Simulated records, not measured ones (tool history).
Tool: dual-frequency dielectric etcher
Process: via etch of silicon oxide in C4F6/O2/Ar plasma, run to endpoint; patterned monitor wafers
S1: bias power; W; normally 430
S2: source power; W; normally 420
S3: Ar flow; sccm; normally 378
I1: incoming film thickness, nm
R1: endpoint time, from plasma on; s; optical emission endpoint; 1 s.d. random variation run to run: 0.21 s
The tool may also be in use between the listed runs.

run,hour,S1,S2,S3,I1,R1
1,0,430,420,378,96.5,23.7
2,65.8,430,420,378,96.3,24
3,91.9,430,420,378,95.1,23.8
4,143.7,430,420,347,96.2,23.8
5,213.7,430,420,347,95.8,23.5
# hour 272.8: source power generator calibrated
# hour 300: wet clean of the chamber
6,300.5,430,420,347,96.2,23
7,328.6,430,420,324,97.1,22.7
# hour 368.2: bias power generator calibrated
8,535,430,470,378,97.2,22.6
# hour 572.5: upper electrode replaced
9,598.2,430,470,378,96.4,22.8
10,645.9,430,470,378,97.4,23.1
11,671.9,531,470,353,96.1,20.6
# hour 751: wet clean of the chamber
# hour 753.2: Ar flow controller replaced
12,753.7,430,420,462,95.2,23.7
13,759.4,475,460,378,97.1,21.6
14,801.8,430,450,378,96.7,22.8
15,827.7,517,420,378,95.1,21.6
16,860.7,430,420,378,97,23.6
17,896.8,430,420,285,97.1,22.9
18,951.8,473,350,342,95,24.3
19,1016.1,430,420,378,96.1,23.5
20,1074,430,420,378,95.8,24
21,1140.4,382,370,416,96.3,27.6
# hour 1173.3: wet clean of the chamber
22,1197.2,536,420,318,96.7,21
23,1266.7,378,390,378,97.2,26.2
24,1294.7,348,490,378,95.7,24.4
25,1360.4,514,420,327,95.4,21.7
26,1398.2,430,420,463,96.9,25.3
27,1446,348,420,309,96.2,25.7
28,1479.3,430,420,378,96.4,24.8

Consider 5 possible next runs. They are alternatives, not a sequence: every one starts from the tool as it was left by run 28. What does each give?
A,1479.7,430,420,378,96.3,?
B,1479.7,389,390,378,96.3,?
C,1479.7,467,350,309,96.3,?
D,1479.7,531,460,470,96.3,?
E,1479.7,468,380,434,96.3,?

run,R1
A,24.2
B,26
C,24.6
D,22
E,24.9
With no hidden state in the tool, these same runs would have given:
run,R1
A,23
B,24.8
C,23.4
D,21
E,23.7

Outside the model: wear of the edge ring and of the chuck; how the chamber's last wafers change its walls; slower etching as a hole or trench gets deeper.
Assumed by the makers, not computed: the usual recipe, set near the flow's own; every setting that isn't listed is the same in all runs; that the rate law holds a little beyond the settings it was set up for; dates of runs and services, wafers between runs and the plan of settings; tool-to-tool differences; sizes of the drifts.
